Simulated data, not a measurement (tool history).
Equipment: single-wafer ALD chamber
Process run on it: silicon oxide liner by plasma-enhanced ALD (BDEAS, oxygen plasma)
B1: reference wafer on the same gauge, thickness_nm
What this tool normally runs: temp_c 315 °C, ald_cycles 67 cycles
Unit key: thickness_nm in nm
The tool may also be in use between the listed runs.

{"run": 1, "hour": 0.0, "temp_c": 315, "ald_cycles": 67, "B1": 5.31, "thickness_nm": 5.636}
{"run": 2, "hour": 19.2, "temp_c": 308, "ald_cycles": 67, "B1": 5.298, "thickness_nm": 5.705}
{"run": 3, "hour": 38.0, "temp_c": 308, "ald_cycles": 67, "B1": 5.307, "thickness_nm": 5.678}
{"run": 4, "hour": 70.7, "temp_c": 323, "ald_cycles": 67, "B1": 5.299, "thickness_nm": 5.576}
{"run": 5, "hour": 95.5, "temp_c": 323, "ald_cycles": 67, "B1": 5.29, "thickness_nm": 5.536}
{"run": 6, "hour": 109.8, "temp_c": 323, "ald_cycles": 67, "B1": 5.289, "thickness_nm": 5.557}
{"run": 7, "hour": 144.7, "temp_c": 315, "ald_cycles": 77, "B1": 5.292, "thickness_nm": 6.419}
{"run": 8, "hour": 157.9, "temp_c": 315, "ald_cycles": 77, "B1": 5.288, "thickness_nm": 6.48}
{"run": 9, "hour": 183.6, "temp_c": 315, "ald_cycles": 57, "B1": 5.269, "thickness_nm": 4.783}
{"run": 10, "hour": 203.4, "temp_c": 315, "ald_cycles": 57, "B1": 5.285, "thickness_nm": 4.826}
{"run": 11, "hour": 225.0, "temp_c": 315, "ald_cycles": 67, "B1": 5.286, "thickness_nm": 5.565}
{"run": 12, "hour": 252.7, "temp_c": 315, "ald_cycles": 67, "B1": 5.279, "thickness_nm": 5.614}
{"run": 13, "hour": 287.2, "temp_c": 315, "ald_cycles": 67, "B1": 5.273, "thickness_nm": 5.596}
{"run": 14, "hour": 314.9, "temp_c": 315, "ald_cycles": 67, "B1": 5.26, "thickness_nm": 5.613}
{"run": 15, "hour": 340.7, "temp_c": 315, "ald_cycles": 67, "B1": 5.273, "thickness_nm": 5.61}
{"hour": 347.3, "done": "gauge calibrated"}
{"run": 16, "hour": 366.0, "temp_c": 315, "ald_cycles": 67, "B1": 5.385, "thickness_nm": 5.72}
{"run": 17, "hour": 379.7, "temp_c": 315, "ald_cycles": 59, "B1": 5.369, "thickness_nm": 5.063}
{"run": 18, "hour": 401.3, "temp_c": 315, "ald_cycles": 59, "B1": 5.351, "thickness_nm": 5.038}
{"run": 19, "hour": 429.8, "temp_c": 315, "ald_cycles": 59, "B1": 5.339, "thickness_nm": 5.012}
{"run": 20, "hour": 452.7, "temp_c": 315, "ald_cycles": 61, "B1": 5.335, "thickness_nm": 5.196}
{"run": 21, "hour": 481.0, "temp_c": 315, "ald_cycles": 61, "B1": 5.326, "thickness_nm": 5.165}
{"run": 22, "hour": 496.8, "temp_c": 315, "ald_cycles": 72, "B1": 5.317, "thickness_nm": 6.127}
{"run": 23, "hour": 521.3, "temp_c": 315, "ald_cycles": 67, "B1": 5.313, "thickness_nm": 5.66}
{"run": 24, "hour": 550.0, "temp_c": 315, "ald_cycles": 67, "B1": 5.294, "thickness_nm": 5.65}
{"run": 25, "hour": 571.1, "temp_c": 326, "ald_cycles": 56, "B1": 5.287, "thickness_nm": 4.63}
{"run": 26, "hour": 589.1, "temp_c": 328, "ald_cycles": 70, "B1": 5.293, "thickness_nm": 5.752}
{"run": 27, "hour": 611.2, "temp_c": 315, "ald_cycles": 67, "B1": 5.28, "thickness_nm": 5.64}
{"run": 28, "hour": 634.3, "temp_c": 315, "ald_cycles": 58, "B1": 5.27, "thickness_nm": 4.903}
{"run": 29, "hour": 665.3, "temp_c": 309, "ald_cycles": 77, "B1": 5.274, "thickness_nm": 6.482}
{"run": 30, "hour": 686.5, "temp_c": 304, "ald_cycles": 75, "B1": 5.28, "thickness_nm": 6.377}
{"run": 31, "hour": 720.2, "temp_c": 325, "ald_cycles": 57, "B1": 5.266, "thickness_nm": 4.694}
{"hour": 729.3, "done": "thermocouple changed; heater temperature recalibrated"}
{"run": 32, "hour": 738.0, "temp_c": 309, "ald_cycles": 73, "B1": 5.264, "thickness_nm": 6.186}
{"run": 33, "hour": 756.9, "temp_c": 315, "ald_cycles": 63, "B1": 5.253, "thickness_nm": 5.3}
{"run": 34, "hour": 778.3, "temp_c": 326, "ald_cycles": 73, "B1": 5.251, "thickness_nm": 5.953}
{"run": 35, "hour": 811.4, "temp_c": 315, "ald_cycles": 67, "B1": 5.26, "thickness_nm": 5.57}
{"run": 36, "hour": 825.1, "temp_c": 315, "ald_cycles": 67, "B1": 5.258, "thickness_nm": 5.627}
{"run": 37, "hour": 837.4, "temp_c": 315, "ald_cycles": 78, "B1": 5.246, "thickness_nm": 6.499}
{"run": 38, "hour": 859.8, "temp_c": 304, "ald_cycles": 57, "B1": 5.248, "thickness_nm": 4.828}
{"run": 39, "hour": 881.8, "temp_c": 307, "ald_cycles": 62, "B1": 5.246, "thickness_nm": 5.207}
{"run": 40, "hour": 910.5, "temp_c": 315, "ald_cycles": 67, "B1": 5.242, "thickness_nm": 5.632}
{"run": 41, "hour": 944.5, "temp_c": 315, "ald_cycles": 67, "B1": 5.236, "thickness_nm": 5.578}
{"run": 42, "hour": 967.3, "temp_c": 315, "ald_cycles": 67, "B1": 5.238, "thickness_nm": 5.573}
{"run": 43, "hour": 983.2, "temp_c": 304, "ald_cycles": 75, "B1": 5.24, "thickness_nm": 6.322}

Selected run-to-run steps in thickness_nm, each split into two signed amounts: the part the tool would show with no hidden state at all (from settings, incoming material and random variation), and the remainder, which goes to the hidden state together with any gauge scatter not common to the measured and the hidden-state-free results:
Hidden conditions of the tool in this case: wafer temperature above the value expected at the setpoint (K); gauge reads high (%).
Run 8 -> 9: ald_cycles 77 -> 57. thickness_nm -1.697 nm: hidden state +0.039, all else -1.736.
Run 15 -> 16: gauge calibrated. thickness_nm +0.110 nm: hidden state +0.118, all else -0.008.
Run 28 -> 29: temp_c 315 -> 309, ald_cycles 58 -> 77. thickness_nm +1.579 nm: hidden state -0.047, all else +1.626.
Run 30 -> 31: temp_c 304 -> 325, ald_cycles 75 -> 57. thickness_nm -1.683 nm: hidden state +0.040, all else -1.723.
Run 37 -> 38: temp_c 315 -> 304, ald_cycles 78 -> 57. thickness_nm -1.671 nm: hidden state +0.049, all else -1.720.
